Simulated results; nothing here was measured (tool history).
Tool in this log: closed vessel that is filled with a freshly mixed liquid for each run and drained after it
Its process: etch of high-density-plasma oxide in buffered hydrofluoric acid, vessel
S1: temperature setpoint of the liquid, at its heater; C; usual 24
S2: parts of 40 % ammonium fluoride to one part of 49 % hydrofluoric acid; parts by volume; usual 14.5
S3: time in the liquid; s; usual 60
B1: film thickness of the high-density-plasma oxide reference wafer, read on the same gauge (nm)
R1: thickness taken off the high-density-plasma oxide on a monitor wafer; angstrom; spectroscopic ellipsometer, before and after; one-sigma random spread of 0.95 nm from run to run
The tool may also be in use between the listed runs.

run	day	S1	S2	S3	B1	R1
1	0	24	14.5	60	80	1214.3
2	2.842	26	14.5	60	80.02	1369.5
3	5.375	26	14.5	60	80.01	1376.8
4	8.433	26	14.5	60	80.01	1369.1
5	12.838	24	14.5	60	80	1245.9
6	17	26.5	14.5	80	79.99	1910
7	20.35	24	14.5	60	80.01	1267.2
8	22.725	24	14.5	60	80	1267
9	24.362	24	10.5	60	79.99	1781.3
10	28.042	24	14.5	60	80.01	1302.3
11	32.488	24	14.5	60	79.99	1211.4
12	36.675	24	14.5	60	80	1171.9
13	40.829	24	14.5	60	80.01	1217.5
14	44.75	24	14.5	60	80	1204.9
15	48.092	20	14.5	60	80.01	967.8
16	49.729	21.5	18	30	80.02	430.6
17	51.404	24	14.5	70	79.99	1418.4
18	53.162	26.5	20	70	80	1197.3
19	55.242	24	14.5	60	80.01	1229.2
20	58.788	28.5	17	40	80	892.9
21	61.658	24	14.5	60	80	1261.3
22	63.942	26.5	12.5	35	79.99	967.9
23	66.429	24	9.5	60	79.99	1890.1
24	70.342	24	14.5	50	80	1060.5
25	74.208	24	14.5	30	80.01	644.4
26	78.688	24	14.5	60	79.99	1290.1
27	80.596	19	14.5	60	80.02	989.3
28	84.033	26.5	14.5	30	80	699.5
29	87.021	28	12.5	60	79.99	1729.5
30	88.596	24	14.5	70	80.01	1421
31	90.896	24	10.5	40	79.99	1116.2

Between the runs listed above, the log contained 4 entries, not reproduced here. Where in the sequence does each belong, and how does what the log doesn't record of the tool's condition differ from the listed run before to the listed run after?
In the gap between runs 8 and 9: gauge calibrated (day 23.692)
  liquid hotter than its thermometer reads (K): 1.23 -> 1.28; hydrofluoric acid flow above the setpoint (%): 3.2 -> 3.3
  the result without the hidden state subtracted from the measured one, R1: +118 -> +171.2 angstrom
In the gap between runs 10 and 11: thermometer replaced (day 32.4)
  liquid hotter than its thermometer reads (K): 1.4 -> 0.139; hydrofluoric acid flow above the setpoint (%): 3.52 -> 3.8
  the result without the hidden state subtracted from the measured one, R1: +135.8 -> +52.4 angstrom
In the gap between runs 11 and 12: hydrofluoric acid flow meter replaced (day 36.017)
  liquid hotter than its thermometer reads (K): 0.139 -> 0.269; hydrofluoric acid flow above the setpoint (%): 3.8 -> 0.199
  the result without the hidden state subtracted from the measured one, R1: +52.4 -> +19.4 angstrom
In the gap between runs 27 and 28: thermometer replaced (day 82.929)
  liquid hotter than its thermometer reads (K): 1.64 -> 0.121; hydrofluoric acid flow above the setpoint (%): 2.91 -> 3.12
  the result without the hidden state subtracted from the measured one, R1: +112.1 -> +25.2 angstrom

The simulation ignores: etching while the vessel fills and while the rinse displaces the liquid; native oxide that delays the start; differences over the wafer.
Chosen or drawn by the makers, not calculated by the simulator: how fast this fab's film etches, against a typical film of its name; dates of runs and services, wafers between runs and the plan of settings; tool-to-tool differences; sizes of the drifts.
